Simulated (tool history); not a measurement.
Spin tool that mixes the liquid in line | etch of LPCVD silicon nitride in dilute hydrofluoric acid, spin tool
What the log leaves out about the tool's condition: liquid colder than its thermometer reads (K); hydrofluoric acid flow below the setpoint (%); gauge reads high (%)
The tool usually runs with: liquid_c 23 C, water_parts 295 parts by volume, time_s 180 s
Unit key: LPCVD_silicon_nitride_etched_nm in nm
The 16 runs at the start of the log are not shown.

run,hour,liquid_c,water_parts,time_s,wafers since the last listed run,hours since the thermometer was replaced,hours since the hydrofluoric acid flow meter was replaced,hours since the gauge calibration,"read-back film thickness of the LPCVD silicon nitride reference wafer, read on the same gauge (nm)",LPCVD_silicon_nitride_etched_nm
17,821,23,190,180,160,98.1,477.8,1713.9,59.977,0.532
18,873.8,23,150,225,339,150.9,530.6,1766.7,60.007,0.88
19,899.3,18.5,295,180,163,176.4,556.1,1792.2,59.976,0.259
20,961.4,21,295,145,398,238.5,618.2,1854.3,59.964,0.223
# hour 983.9: gauge calibrated
21,1019.2,23,295,180,371,296.3,676,35.3,60.01,0.358
22,1052.2,27.5,435,220,211,329.3,709,68.3,60.011,0.38
23,1237,26,170,80,1186,514.1,893.8,253.1,60.012,0.339
24,1270.1,23,295,145,212,547.2,926.9,286.2,59.977,0.319
25,1297.2,19,375,150,173,574.3,954,313.3,60.034,0.161
26,1326.3,28,345,210,186,603.4,983.1,342.4,59.988,0.519
27,1363.2,19,185,245,236,640.3,1020,379.3,60.068,0.553
28,1425,19.5,385,150,396,702.1,1081.8,441.1,59.996,0.184
29,1467.1,25.5,220,90,270,744.2,1123.9,483.2,59.959,0.272
30,1510.9,23,295,180,281,788,1167.7,527,59.978,0.356
31,1557,23,295,180,295,834.1,1213.8,573.1,59.974,0.385
32,1595.8,21.5,295,180,249,872.9,1252.6,611.9,60.004,0.311

Predict each of these 4 candidate next runs independently; none follows another, all start after run 32:
A,1596.3,23,295,180,3,873.4,1253.1,612.4,?,?
B,1596.3,24.5,340,75,3,873.4,1253.1,612.4,?,?
C,1596.3,27.5,295,115,3,873.4,1253.1,612.4,?,?
D,1596.3,18.5,295,130,3,873.4,1253.1,612.4,?,?

run,"read-back film thickness of the LPCVD silicon nitride reference wafer, read on the same gauge (nm)",LPCVD_silicon_nitride_etched_nm
A,59.955,0.334
B,59.955,0.132
C,59.955,0.28
D,59.955,0.181
The same runs, with their run-to-run variation unchanged, on a tool lacking any hidden condition would have given:
run,LPCVD_silicon_nitride_etched_nm
A,0.334
B,0.132
C,0.28
D,0.181
